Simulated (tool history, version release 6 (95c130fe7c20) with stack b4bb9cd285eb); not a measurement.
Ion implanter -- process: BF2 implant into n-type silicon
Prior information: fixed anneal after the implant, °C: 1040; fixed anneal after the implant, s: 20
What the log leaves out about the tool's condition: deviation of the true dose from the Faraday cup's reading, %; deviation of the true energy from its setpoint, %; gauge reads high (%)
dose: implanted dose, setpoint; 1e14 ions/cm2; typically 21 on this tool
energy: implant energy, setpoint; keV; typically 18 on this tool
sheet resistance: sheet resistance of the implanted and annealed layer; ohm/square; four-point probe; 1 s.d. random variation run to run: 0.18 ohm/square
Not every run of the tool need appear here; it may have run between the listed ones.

run   hour   dose  energy  wafers since the last listed run  hours since the last dose calibration  hours since the extraction supply was calibrated  hours since the gauge calibration  read-back reference wafer on the same gauge, sheet resistance  sheet resistance
  1      0  17.94      18                                 0                                 1127.9                                            2865.4                              149.8                                                         112.98             125.6
  2   35.9  17.94      18                               665                                 1163.8                                            2901.3                              185.7                                                         113.03            125.26
  3   62.1  17.94      18                               485                                   1190                                            2927.5                              211.9                                                         113.01               125
  4   84.1     21      22                               407                                   1212                                            2949.5                              233.9                                                         113.02            114.54
  5  105.7     21      22                               400                                 1233.6                                            2971.1                              255.5                                                         112.98            114.56
  6  134.1  18.37      18                               526                                   1262                                            2999.5                              283.9                                                         113.05               125
  7  164.5     21      18                               563                                 1292.4                                            3029.9                              314.3                                                         112.99            122.09
     172.9  -- Faraday cup replaced and dose calibrated
  8  190.5  17.94      18                               333                                   17.6                                            3055.9                              340.3                                                         112.98            125.28
  9  283.9   25.6    16.5                              1732                                    111                                            3149.3                              433.7                                                         112.98            123.11
     307.1  -- gauge calibrated
 10  339.4  17.08    22.5                              1029                                  166.5                                            3204.8                               32.3                                                         113.01            117.42
 11  366.5  23.81      13                               502                                  193.6                                            3231.9                               59.4                                                            113            132.55
     406.8  -- extraction supply calibrated
 12  469.7  26.77      23                              1765                                  296.8                                              62.9                              162.6                                                         112.94            109.72
 13  498.6     21      18                               535                                  325.7                                              91.8                              191.5                                                         112.95            122.47
 14  534.1  24.56      21                               658                                  361.2                                             127.3                                227                                                         113.01            114.34
 15  548.3     21      18                               263                                  375.4                                             141.5                              241.2                                                         112.97            122.34

Consider 5 possible next runs. They are alternatives, not a sequence: every one starts from the tool as it was left by run 15. What does each give?
  A  548.7     21      18                                 7                                  375.8                                             141.9                              241.6                                                              ?                 ?
  B  548.7     21      20                                 7                                  375.8                                             141.9                              241.6                                                              ?                 ?
  C  548.7  17.05      18                                 7                                  375.8                                             141.9                              241.6                                                              ?                 ?
  D  548.7  23.68      12                                 7                                  375.8                                             141.9                              241.6                                                              ?                 ?
  E  548.7     21      23                                 7                                  375.8                                             141.9                              241.6                                                              ?                 ?

run  read-back reference wafer on the same gauge, sheet resistance  sheet resistance
  A                                                         113.03            122.19
  B                                                         113.03            118.02
  C                                                         113.03            126.47
  D                                                         113.03            135.23
  E                                                         113.03            112.39
Stripped of hidden state, with their random variation kept, the same runs would have yielded:
run  sheet resistance
  A            122.19
  B            118.02
  C            126.47
  D            135.23
  E            112.39

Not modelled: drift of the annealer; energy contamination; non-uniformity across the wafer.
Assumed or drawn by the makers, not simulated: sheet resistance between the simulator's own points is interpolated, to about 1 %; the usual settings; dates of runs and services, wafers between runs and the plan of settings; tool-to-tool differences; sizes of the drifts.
